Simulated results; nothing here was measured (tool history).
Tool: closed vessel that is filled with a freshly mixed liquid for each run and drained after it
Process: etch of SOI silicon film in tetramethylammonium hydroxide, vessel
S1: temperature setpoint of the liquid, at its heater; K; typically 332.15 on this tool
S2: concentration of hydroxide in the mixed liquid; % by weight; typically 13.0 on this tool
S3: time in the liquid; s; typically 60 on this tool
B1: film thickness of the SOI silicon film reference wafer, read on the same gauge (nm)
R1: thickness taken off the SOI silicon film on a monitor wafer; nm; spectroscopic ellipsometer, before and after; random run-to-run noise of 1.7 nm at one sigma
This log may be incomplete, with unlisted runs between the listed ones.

Run 1, hour 0.0: usual settings but S2 10.5 % by weight; B1 129.99. Result: R1 239.58 nm.
Run 2, hour 24.9: usual settings; B1 129.99. Result: R1 218.54 nm.
Run 3, hour 96.3: usual settings; B1 129.99. Result: R1 220.27 nm.
At hour 124.2: thermometer replaced.
Run 4, hour 272.3: usual settings but S3 35 s; B1 130.01. Result: R1 116.91 nm.
Run 5, hour 333.8: usual settings but S3 35 s; B1 130.01. Result: R1 115.52 nm.
Run 6, hour 370.8: usual settings but S3 35 s; B1 130.02. Result: R1 115.41 nm.
Run 7, hour 421.0: usual settings; B1 130.00. Result: R1 202.76 nm.
Run 8, hour 484.1: usual settings; B1 130.00. Result: R1 198.46 nm.
Run 9, hour 547.8: usual settings; B1 130.03. Result: R1 204.07 nm.
Run 10, hour 612.0: usual settings but S1 330.15 K; B1 129.98. Result: R1 180.99 nm.
At hour 631.8: gauge calibrated.
Run 11, hour 636.4: usual settings but S1 330.15 K; B1 130.00. Result: R1 177.39 nm.
Run 12, hour 695.2: usual settings; B1 130.00. Result: R1 203.22 nm.
Run 13, hour 739.3: usual settings; B1 130.00. Result: R1 205.67 nm.
Run 14, hour 764.4: usual settings; B1 129.99. Result: R1 204.99 nm.
Run 15, hour 831.1: usual settings; B1 130.01. Result: R1 206.38 nm.
Run 16, hour 875.7: usual settings; B1 129.99. Result: R1 206.25 nm.
Run 17, hour 939.2: usual settings; B1 130.00. Result: R1 206.66 nm.
Run 18, hour 997.0: usual settings but S1 335.15 K, S2 11.0 % by weight, S3 95 s; B1 129.99. Result: R1 428.05 nm.
At hour 1030.9: hydroxide flow meter replaced.
Run 19, hour 1032.2: usual settings; B1 129.99. Result: R1 207.49 nm.
Run 20, hour 1087.6: usual settings but S1 339.65 K; B1 130.01. Result: R1 333.60 nm.
Run 21, hour 1122.4: usual settings but S1 324.15 K, S2 16.0 % by weight, S3 30 s; B1 130.00. Result: R1 58.63 nm.
Run 22, hour 1158.1: usual settings; B1 129.99. Result: R1 213.01 nm.
Run 23, hour 1197.5: usual settings but S1 329.15 K; B1 130.00. Result: R1 175.86 nm.
Run 24, hour 1228.1: usual settings but S2 9.5 % by weight; B1 130.03. Result: R1 242.45 nm.
At hour 1246.3: thermometer replaced.
Run 25, hour 1294.0: usual settings but S2 14.0 % by weight, S3 85 s; B1 130.01. Result: R1 320.28 nm.
Run 26, hour 1361.7: usual settings but S1 328.15 K, S2 14.5 % by weight, S3 50 s; B1 130.00. Result: R1 142.26 nm.
Run 27, hour 1407.5: usual settings but S1 336.65 K, S2 14.0 % by weight, S3 90 s; B1 129.98. Result: R1 444.91 nm.
Run 28, hour 1455.9: usual settings but S3 35 s; B1 130.00. Result: R1 138.67 nm.
Run 29, hour 1505.6: usual settings but S1 336.65 K, S2 14.0 % by weight, S3 30 s; B1 129.99. Result: R1 151.52 nm.
Run 30, hour 1553.6: usual settings but S1 327.15 K; B1 129.99. Result: R1 172.09 nm.
At hour 1570.8: thermometer replaced, repeated, since the last time left the tool worse.
Run 31, hour 1622.8: usual settings; B1 130.01. Result: R1 194.94 nm.
Run 32, hour 1651.0: usual settings; B1 129.99. Result: R1 196.06 nm.
Run 33, hour 1711.3: usual settings but S1 327.15 K, S2 16.0 % by weight, S3 90 s; B1 130.01. Result: R1 198.88 nm.
Run 34, hour 1780.5: usual settings; B1 130.00. Result: R1 197.51 nm.

Selected run-to-run steps in R1, each split into two signed amounts: the part the tool would show with no hidden state at all (from settings, incoming material and random variation), and the remainder, which goes to the hidden state together with any gauge scatter not common to the measured and the hidden-state-free results:
Hidden conditions of the tool in this case: liquid hotter than its thermometer reads (K); hydroxide flow below the setpoint (%); gauge reads high (%).
Run 20 -> 21: S1 339.65 -> 324.15, S2 13.0 -> 16.0, S3 60 -> 30. R1 -274.97 nm: hidden state -21.57, all else -253.40.
Run 26 -> 27: S1 328.15 -> 336.65, S2 14.5 -> 14.0, S3 50 -> 90. R1 +302.65 nm: hidden state +49.81, all else +252.84.
Run 27 -> 28: S1 336.65 -> 332.15, S2 14.0 -> 13.0, S3 90 -> 35. R1 -306.24 nm: hidden state -50.13, all else -256.11.
Run 30 -> 31: S1 327.15 -> 332.15, thermometer replaced, repeated, since the last time left the tool worse. R1 +22.85 nm: hidden state -29.89, all else +52.74.

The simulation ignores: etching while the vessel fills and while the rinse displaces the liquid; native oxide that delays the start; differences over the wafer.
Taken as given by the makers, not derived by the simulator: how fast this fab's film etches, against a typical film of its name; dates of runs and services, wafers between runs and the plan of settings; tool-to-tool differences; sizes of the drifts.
